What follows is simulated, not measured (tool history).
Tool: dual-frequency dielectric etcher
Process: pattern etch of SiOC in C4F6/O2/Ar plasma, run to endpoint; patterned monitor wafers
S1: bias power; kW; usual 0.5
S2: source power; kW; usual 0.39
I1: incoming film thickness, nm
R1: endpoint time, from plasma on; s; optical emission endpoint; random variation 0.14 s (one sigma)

{"run": 1, "hour": 0.0, "S1": 0.5, "S2": 0.39, "I1": 50.2, "R1": 17.3}
{"run": 2, "hour": 57.6, "S1": 0.5, "S2": 0.39, "I1": 50.4, "R1": 17.4}
{"run": 3, "hour": 114.9, "S1": 0.5, "S2": 0.39, "I1": 50.5, "R1": 17.6}
{"run": 4, "hour": 196.4, "S1": 0.5, "S2": 0.39, "I1": 50.5, "R1": 17.5}
{"run": 5, "hour": 281.0, "S1": 0.5, "S2": 0.39, "I1": 50.7, "R1": 17.7}
{"run": 6, "hour": 326.0, "S1": 0.5, "S2": 0.39, "I1": 50.8, "R1": 18}
{"run": 7, "hour": 397.5, "S1": 0.5, "S2": 0.39, "I1": 50.2, "R1": 17.7}
{"run": 8, "hour": 448.9, "S1": 0.5, "S2": 0.39, "I1": 50, "R1": 17.6}
{"run": 9, "hour": 540.7, "S1": 0.5, "S2": 0.39, "I1": 50.6, "R1": 17.8}
{"run": 10, "hour": 615.0, "S1": 0.454, "S2": 0.37, "I1": 51.3, "R1": 19.6}
{"run": 11, "hour": 695.9, "S1": 0.5, "S2": 0.39, "I1": 50.3, "R1": 18}
{"run": 12, "hour": 754.8, "S1": 0.56, "S2": 0.39, "I1": 50.8, "R1": 17.8}
{"run": 13, "hour": 847.5, "S1": 0.56, "S2": 0.39, "I1": 50.9, "R1": 17.1}
{"run": 14, "hour": 941.6, "S1": 0.5, "S2": 0.39, "I1": 50.7, "R1": 17.6}
{"run": 15, "hour": 986.3, "S1": 0.379, "S2": 0.39, "I1": 50.3, "R1": 19.1}
{"run": 16, "hour": 1056.8, "S1": 0.5, "S2": 0.39, "I1": 50.7, "R1": 17.8}
{"run": 17, "hour": 1152.6, "S1": 0.5, "S2": 0.39, "I1": 50.2, "R1": 17.8}
{"run": 18, "hour": 1236.3, "S1": 0.454, "S2": 0.39, "I1": 50.6, "R1": 18.7}
{"run": 19, "hour": 1275.2, "S1": 0.399, "S2": 0.43, "I1": 50.2, "R1": 18.3}
{"run": 20, "hour": 1364.9, "S1": 0.5, "S2": 0.39, "I1": 50.5, "R1": 18}
{"run": 21, "hour": 1454.0, "S1": 0.5, "S2": 0.39, "I1": 50.4, "R1": 18.1}
{"run": 22, "hour": 1536.1, "S1": 0.573, "S2": 0.33, "I1": 51, "R1": 18.1}
{"run": 23, "hour": 1557.1, "S1": 0.5, "S2": 0.39, "I1": 50, "R1": 17.2}
{"run": 24, "hour": 1631.6, "S1": 0.614, "S2": 0.33, "I1": 50.5, "R1": 17.6}
{"run": 25, "hour": 1704.9, "S1": 0.415, "S2": 0.29, "I1": 50.2, "R1": 20.9}
{"run": 26, "hour": 1793.8, "S1": 0.452, "S2": 0.36, "I1": 51, "R1": 19}
{"run": 27, "hour": 1890.5, "S1": 0.399, "S2": 0.45, "I1": 50.5, "R1": 17.9}
{"run": 28, "hour": 1961.2, "S1": 0.5, "S2": 0.39, "I1": 50.3, "R1": 17.7}
{"run": 29, "hour": 2019.8, "S1": 0.5, "S2": 0.39, "I1": 50.6, "R1": 17.9}
{"run": 30, "hour": 2118.0, "S1": 0.5, "S2": 0.45, "I1": 50.7, "R1": 17}
{"run": 31, "hour": 2156.6, "S1": 0.5, "S2": 0.42, "I1": 50.5, "R1": 17.5}
{"run": 32, "hour": 2432.9, "S1": 0.5, "S2": 0.32, "I1": 50.2, "R1": 19}
{"run": 33, "hour": 2525.3, "S1": 0.412, "S2": 0.36, "I1": 50.3, "R1": 19.5}
{"run": 34, "hour": 2575.4, "S1": 0.616, "S2": 0.35, "I1": 50.7, "R1": 17.7}
{"run": 35, "hour": 2789.5, "S1": 0.5, "S2": 0.44, "I1": 50.1, "R1": 16.8}
{"run": 36, "hour": 2827.7, "S1": 0.5, "S2": 0.43, "I1": 50.3, "R1": 17.1}

Taken out of this log: 6 entries between the listed runs. Where each belongs, and how the hidden state differs across it:
Between runs 12 and 13: wet clean of the chamber (hour 796.7)
  etch rate over this chamber's usual, %: -3.61 -> 0.0587
  measured less the result without the state, R1: +0.6 -> +0 s
Between runs 16 and 17: upper electrode replaced (hour 1121.8)
  etch rate over this chamber's usual, %: -0.988 -> -1.47
  measured less the result without the state, R1: +0.2 -> +0.3 s
Between runs 21 and 22: wet clean of the chamber (hour 1535.6)
  etch rate over this chamber's usual, %: -2.97 -> 0.0831
  measured less the result without the state, R1: +0.5 -> -0.1 s
Between runs 25 and 26: bias power generator calibrated (hour 1779.9)
  etch rate over this chamber's usual, %: -0.761 -> -1.21
  measured less the result without the state, R1: +0.2 -> +0.2 s
Between runs 29 and 30: source power generator calibrated (hour 2066)
  etch rate over this chamber's usual, %: -2.34 -> -2.83
  measured less the result without the state, R1: +0.4 -> +0.5 s
Between runs 31 and 32: wet clean of the chamber (hour 2232)
  etch rate over this chamber's usual, %: -3.02 -> -1.35
  measured less the result without the state, R1: +0.5 -> +0.3 s

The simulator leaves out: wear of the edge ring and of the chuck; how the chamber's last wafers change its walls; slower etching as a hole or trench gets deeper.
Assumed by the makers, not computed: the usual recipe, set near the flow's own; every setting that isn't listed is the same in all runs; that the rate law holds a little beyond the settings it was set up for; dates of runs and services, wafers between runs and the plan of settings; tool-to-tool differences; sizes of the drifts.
